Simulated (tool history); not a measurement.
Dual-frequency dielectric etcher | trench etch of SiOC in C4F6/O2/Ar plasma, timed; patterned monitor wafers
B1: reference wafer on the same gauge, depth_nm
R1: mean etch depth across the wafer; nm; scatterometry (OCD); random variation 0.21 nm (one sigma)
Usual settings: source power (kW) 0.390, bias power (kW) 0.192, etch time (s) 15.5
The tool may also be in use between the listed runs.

{"run": 1, "hour": 0.0, "source power (kW)": 0.39, "bias power (kW)": 0.192, "etch time (s)": 15.5, "B1": 32.9, "R1": 32.1}
{"hour": 121.6, "done": "wet clean of the chamber"}
{"run": 2, "hour": 122.1, "source power (kW)": 0.39, "bias power (kW)": 0.192, "etch time (s)": 15.5, "B1": 32.87, "R1": 32.85}
{"run": 3, "hour": 193.1, "source power (kW)": 0.39, "bias power (kW)": 0.192, "etch time (s)": 15.5, "B1": 32.91, "R1": 32.68}
{"run": 4, "hour": 471.5, "source power (kW)": 0.39, "bias power (kW)": 0.192, "etch time (s)": 15.5, "B1": 32.85, "R1": 32.16}
{"run": 5, "hour": 507.6, "source power (kW)": 0.39, "bias power (kW)": 0.192, "etch time (s)": 15.5, "B1": 32.91, "R1": 32.16}
{"run": 6, "hour": 572.7, "source power (kW)": 0.39, "bias power (kW)": 0.192, "etch time (s)": 15.5, "B1": 32.91, "R1": 32.25}
{"hour": 614.4, "done": "wet clean of the chamber"}
{"run": 7, "hour": 615.6, "source power (kW)": 0.39, "bias power (kW)": 0.192, "etch time (s)": 15.5, "B1": 32.91, "R1": 33.49}
{"run": 8, "hour": 696.2, "source power (kW)": 0.39, "bias power (kW)": 0.192, "etch time (s)": 15.5, "B1": 32.89, "R1": 32.98}
{"run": 9, "hour": 742.7, "source power (kW)": 0.35, "bias power (kW)": 0.192, "etch time (s)": 15.5, "B1": 32.88, "R1": 31.53}
{"hour": 766.8, "done": "gauge calibrated"}
{"hour": 843.9, "done": "upper electrode replaced"}
{"run": 10, "hour": 925.8, "source power (kW)": 0.45, "bias power (kW)": 0.225, "etch time (s)": 15.5, "B1": 32.9, "R1": 36.93}
{"run": 11, "hour": 1017.2, "source power (kW)": 0.39, "bias power (kW)": 0.192, "etch time (s)": 15.5, "B1": 32.89, "R1": 32.3}
{"run": 12, "hour": 1065.7, "source power (kW)": 0.39, "bias power (kW)": 0.192, "etch time (s)": 15.5, "B1": 32.87, "R1": 32.31}
{"hour": 1103.2, "done": "wet clean of the chamber"}
{"run": 13, "hour": 1106.4, "source power (kW)": 0.39, "bias power (kW)": 0.171, "etch time (s)": 14.0, "B1": 32.89, "R1": 28.98}
{"run": 14, "hour": 1248.3, "source power (kW)": 0.39, "bias power (kW)": 0.209, "etch time (s)": 18.0, "B1": 32.91, "R1": 39.19}
{"run": 15, "hour": 1308.5, "source power (kW)": 0.39, "bias power (kW)": 0.192, "etch time (s)": 15.5, "B1": 32.89, "R1": 32.14}
{"run": 16, "hour": 1384.6, "source power (kW)": 0.39, "bias power (kW)": 0.192, "etch time (s)": 15.5, "B1": 32.89, "R1": 32.52}
{"run": 17, "hour": 1431.1, "source power (kW)": 0.39, "bias power (kW)": 0.228, "etch time (s)": 12.5, "B1": 32.93, "R1": 27.95}
{"hour": 1514.8, "done": "source power generator calibrated"}
{"run": 18, "hour": 1515.3, "source power (kW)": 0.39, "bias power (kW)": 0.192, "etch time (s)": 15.5, "B1": 32.88, "R1": 32.11}
{"run": 19, "hour": 1551.0, "source power (kW)": 0.45, "bias power (kW)": 0.162, "etch time (s)": 17.0, "B1": 32.92, "R1": 35.37}
{"hour": 1569.9, "done": "bias power generator calibrated"}
{"hour": 1580.3, "done": "wet clean of the chamber"}
{"run": 20, "hour": 1655.0, "source power (kW)": 0.39, "bias power (kW)": 0.167, "etch time (s)": 19.5, "B1": 32.9, "R1": 38.91}
{"run": 21, "hour": 1884.9, "source power (kW)": 0.47, "bias power (kW)": 0.164, "etch time (s)": 15.5, "B1": 32.86, "R1": 33.16}
{"run": 22, "hour": 1991.8, "source power (kW)": 0.39, "bias power (kW)": 0.153, "etch time (s)": 13.0, "B1": 32.88, "R1": 24.44}
{"hour": 2048.6, "done": "wet clean of the chamber"}
{"run": 23, "hour": 2049.1, "source power (kW)": 0.39, "bias power (kW)": 0.192, "etch time (s)": 18.5, "B1": 32.9, "R1": 39.35}
{"run": 24, "hour": 2125.8, "source power (kW)": 0.39, "bias power (kW)": 0.192, "etch time (s)": 15.5, "B1": 32.89, "R1": 33.04}

5 ways to go on from here, each from the tool as it stands after run 24. What would each give?
{"run": "A", "hour": 2126.2, "source power (kW)": 0.39, "bias power (kW)": 0.192, "etch time (s)": 15.5, "B1": "?", "R1": "?"}
{"run": "B", "hour": 2126.2, "source power (kW)": 0.32, "bias power (kW)": 0.148, "etch time (s)": 14.5, "B1": "?", "R1": "?"}
{"run": "C", "hour": 2126.2, "source power (kW)": 0.39, "bias power (kW)": 0.206, "etch time (s)": 14.0, "B1": "?", "R1": "?"}
{"run": "D", "hour": 2126.2, "source power (kW)": 0.43, "bias power (kW)": 0.179, "etch time (s)": 19.5, "B1": "?", "R1": "?"}
{"run": "E", "hour": 2126.2, "source power (kW)": 0.44, "bias power (kW)": 0.169, "etch time (s)": 11.5, "B1": "?", "R1": "?"}

run=A B1=32.89 R1=32.90
run=B B1=32.89 R1=25.86
run=C B1=32.89 R1=30.49
run=D B1=32.89 R1=41.95
run=E B1=32.89 R1=24.46
Without the tool's hidden state the same runs would have given:
run=A R1=33.07
run=B R1=26.00
run=C R1=30.65
run=D R1=42.18
run=E R1=24.59
